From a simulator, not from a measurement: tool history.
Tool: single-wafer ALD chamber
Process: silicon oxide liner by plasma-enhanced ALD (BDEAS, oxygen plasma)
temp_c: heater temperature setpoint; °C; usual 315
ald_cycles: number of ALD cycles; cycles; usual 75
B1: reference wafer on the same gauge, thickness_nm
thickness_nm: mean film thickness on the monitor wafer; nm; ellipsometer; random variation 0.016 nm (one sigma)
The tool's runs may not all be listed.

run 1 day=0.000 | temp_c=325 ald_cycles=71 | B1=7.776 | thickness_nm=6.117
run 2 day=2.138 | temp_c=325 ald_cycles=71 | B1=7.774 | thickness_nm=6.118
run 3 day=4.096 | temp_c=315 ald_cycles=75 | B1=7.790 | thickness_nm=6.527
run 4 day=6.908 | temp_c=315 ald_cycles=75 | B1=7.782 | thickness_nm=6.539
run 5 day=8.529 | temp_c=315 ald_cycles=75 | B1=7.795 | thickness_nm=6.522
run 6 day=10.108 | temp_c=307 ald_cycles=71 | B1=7.789 | thickness_nm=6.257
run 7 day=11.917 | temp_c=315 ald_cycles=84 | B1=7.792 | thickness_nm=7.318
run 8 day=13.746 | temp_c=303 ald_cycles=78 | B1=7.790 | thickness_nm=6.901
run 9 day=14.804 | temp_c=303 ald_cycles=78 | B1=7.801 | thickness_nm=6.904
run 10 day=17.633 | temp_c=303 ald_cycles=78 | B1=7.797 | thickness_nm=6.947
run 11 day=18.992 | temp_c=306 ald_cycles=70 | B1=7.811 | thickness_nm=6.174
run 12 day=21.858 | temp_c=306 ald_cycles=70 | B1=7.813 | thickness_nm=6.180
run 13 day=23.542 | temp_c=315 ald_cycles=75 | B1=7.813 | thickness_nm=6.530
run 14 day=25.662 | temp_c=315 ald_cycles=75 | B1=7.801 | thickness_nm=6.569
run 15 day=27.525 | temp_c=315 ald_cycles=75 | B1=7.815 | thickness_nm=6.578
run 16 day=29.812 | temp_c=315 ald_cycles=75 | B1=7.822 | thickness_nm=6.560
run 17 day=32.704 | temp_c=315 ald_cycles=75 | B1=7.814 | thickness_nm=6.588
run 18 day=35.654 | temp_c=315 ald_cycles=75 | B1=7.827 | thickness_nm=6.574
run 19 day=37.288 | temp_c=315 ald_cycles=75 | B1=7.829 | thickness_nm=6.531
run 20 day=40.104 | temp_c=310 ald_cycles=75 | B1=7.825 | thickness_nm=6.634
run 21 day=41.254 | temp_c=315 ald_cycles=75 | B1=7.838 | thickness_nm=6.552
run 22 day=43.546 | temp_c=315 ald_cycles=75 | B1=7.843 | thickness_nm=6.573
run 23 day=45.208 | temp_c=322 ald_cycles=75 | B1=7.835 | thickness_nm=6.535
run 24 day=46.633 | temp_c=322 ald_cycles=75 | B1=7.851 | thickness_nm=6.549
run 25 day=49.608 | temp_c=315 ald_cycles=79 | B1=7.851 | thickness_nm=6.901
run 26 day=51.096 | temp_c=307 ald_cycles=69 | B1=7.860 | thickness_nm=6.111
run 27 day=52.683 | temp_c=315 ald_cycles=83 | B1=7.863 | thickness_nm=7.334
run 28 day=54.096 | temp_c=325 ald_cycles=89 | B1=7.867 | thickness_nm=7.756
run 29 day=56.112 | temp_c=315 ald_cycles=85 | B1=7.864 | thickness_nm=7.471
-- day=58.396 thermocouple changed; heater temperature recalibrated
run 30 day=64.408 | temp_c=319 ald_cycles=88 | B1=7.884 | thickness_nm=7.734
-- day=66.108 gauge calibrated
run 31 day=66.938 | temp_c=315 ald_cycles=75 | B1=7.770 | thickness_nm=6.541
run 32 day=68.117 | temp_c=320 ald_cycles=75 | B1=7.772 | thickness_nm=6.482
run 33 day=69.367 | temp_c=315 ald_cycles=75 | B1=7.769 | thickness_nm=6.520
run 34 day=71.829 | temp_c=315 ald_cycles=75 | B1=7.780 | thickness_nm=6.515
run 35 day=74.088 | temp_c=315 ald_cycles=75 | B1=7.772 | thickness_nm=6.563
run 36 day=76.721 | temp_c=324 ald_cycles=89 | B1=7.773 | thickness_nm=7.662
run 37 day=78.362 | temp_c=324 ald_cycles=75 | B1=7.778 | thickness_nm=6.447
run 38 day=81.221 | temp_c=315 ald_cycles=75 | B1=7.774 | thickness_nm=6.486
run 39 day=82.688 | temp_c=307 ald_cycles=66 | B1=7.778 | thickness_nm=5.792
run 40 day=85.688 | temp_c=301 ald_cycles=87 | B1=7.776 | thickness_nm=7.694

The next listed run, before its measurement:
run 41 day=87.562 | temp_c=319 ald_cycles=66 | B1=? | thickness_nm=?

Run 41 gave B1 7.781, thickness_nm 5.715 nm.
Without the tool's hidden state the same run would have given thickness_nm 5.709 nm.
